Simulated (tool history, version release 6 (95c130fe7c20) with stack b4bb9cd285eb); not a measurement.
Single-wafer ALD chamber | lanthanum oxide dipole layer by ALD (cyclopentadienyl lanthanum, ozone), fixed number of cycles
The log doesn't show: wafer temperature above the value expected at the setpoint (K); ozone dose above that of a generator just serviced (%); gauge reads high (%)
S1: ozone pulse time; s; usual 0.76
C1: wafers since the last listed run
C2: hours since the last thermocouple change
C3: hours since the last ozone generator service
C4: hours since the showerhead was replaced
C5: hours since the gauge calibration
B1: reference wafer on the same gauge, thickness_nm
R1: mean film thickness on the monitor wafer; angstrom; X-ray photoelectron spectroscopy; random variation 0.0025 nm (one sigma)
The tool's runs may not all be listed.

run,hour,S1,C1,C2,C3,C4,C5,B1,R1
1,0.0,0.76,0,1094.6,192.3,2749.5,1352.3,0.524,4.56
2,63.5,0.76,1354,1158.1,255.8,2813.0,1415.8,0.525,4.54
3,129.8,0.87,1414,1224.4,322.1,2879.3,1482.1,0.524,4.90
4,190.9,0.76,1303,1285.5,383.2,2940.4,1543.2,0.523,4.53
# hour 287.7: ozone generator serviced
5,397.1,0.76,4227,1491.7,109.4,3146.6,1749.4,0.524,4.54
6,458.9,0.52,1318,1553.5,171.2,3208.4,1811.2,0.524,3.25
7,505.8,0.52,1000,1600.4,218.1,3255.3,1858.1,0.524,3.26
8,547.5,0.76,889,1642.1,259.8,3297.0,1899.8,0.523,4.51
9,619.3,0.82,1531,1713.9,331.6,3368.8,1971.6,0.523,4.72
10,656.9,0.82,802,1751.5,369.2,3406.4,2009.2,0.524,4.70
11,718.7,0.66,1318,1813.3,431.0,3468.2,2071.0,0.523,4.11
12,761.8,0.66,919,1856.4,474.1,3511.3,2114.1,0.523,4.10
# hour 791.3: ozone generator serviced
13,791.8,0.70,469,1886.4,0.5,3541.3,2144.1,0.524,4.26
14,818.4,0.60,567,1913.0,27.1,3567.9,2170.7,0.523,3.77
15,842.4,0.60,511,1937.0,51.1,3591.9,2194.7,0.523,3.79
16,898.5,1.00,1196,1993.1,107.2,3648.0,2250.8,0.523,5.16
# hour 920.0: gauge calibrated
# hour 972.6: showerhead replaced
17,973.1,0.55,1420,2067.7,181.8,0.5,53.1,0.536,3.55
18,1036.0,0.50,1341,2130.6,244.7,63.4,116.0,0.534,3.15
19,1073.0,0.97,789,2167.6,281.7,100.4,153.0,0.534,5.21
20,1097.3,0.48,518,2191.9,306.0,124.7,177.3,0.533,2.98
21,1135.7,1.03,819,2230.3,344.4,163.1,215.7,0.533,5.38
22,1160.2,0.70,522,2254.8,368.9,187.6,240.2,0.533,4.39
23,1221.1,0.76,1299,2315.7,429.8,248.5,301.1,0.531,4.58
# hour 1240.3: ozone generator serviced
24,1366.1,0.95,2922,2460.7,125.8,393.5,446.1,0.530,5.14
# hour 1488.0: thermocouple changed; heater temperature recalibrated
25,1553.5,0.76,3826,65.5,313.2,580.9,633.5,0.527,4.62
26,1592.2,0.60,825,104.2,351.9,619.6,672.2,0.527,3.79
27,1626.7,0.64,735,138.7,386.4,654.1,706.7,0.527,4.02
28,1672.5,0.67,976,184.5,432.2,699.9,752.5,0.527,4.17
29,1706.1,0.61,716,218.1,465.8,733.5,786.1,0.526,3.87
# hour 1740.4: ozone generator serviced
30,1765.1,0.98,1087,277.1,24.7,792.5,845.1,0.527,5.15
31,1808.4,0.92,923,320.4,68.0,835.8,888.4,0.526,4.99
32,1852.0,0.94,930,364.0,111.6,879.4,932.0,0.525,5.06
33,1889.8,0.46,806,401.8,149.4,917.2,969.8,0.526,2.74

Hidden state or all else? Some run-to-run changes of R1, split into what the settings, what came in and random variation would give without the hidden state, and what is left for the hidden state (with any gauge scatter that isn't in both results):
Run 7 -> 8: S1 0.52 -> 0.76. R1 +1.25 angstrom: hidden state -0.04, all else +1.29.
Run 15 -> 16: S1 0.60 -> 1.00. R1 +1.37 angstrom: hidden state -0.04, all else +1.41.
Run 16 -> 17: S1 1.00 -> 0.55, gauge calibrated, showerhead replaced. R1 -1.61 angstrom: hidden state +0.12, all else -1.73.
Run 19 -> 20: S1 0.97 -> 0.48. R1 -2.23 angstrom: hidden state +0.01, all else -2.24.
Run 20 -> 21: S1 0.48 -> 1.03. R1 +2.40 angstrom: hidden state -0.03, all else +2.43.
Run 32 -> 33: S1 0.94 -> 0.46. R1 -2.32 angstrom: hidden state +0.04, all else -2.36.
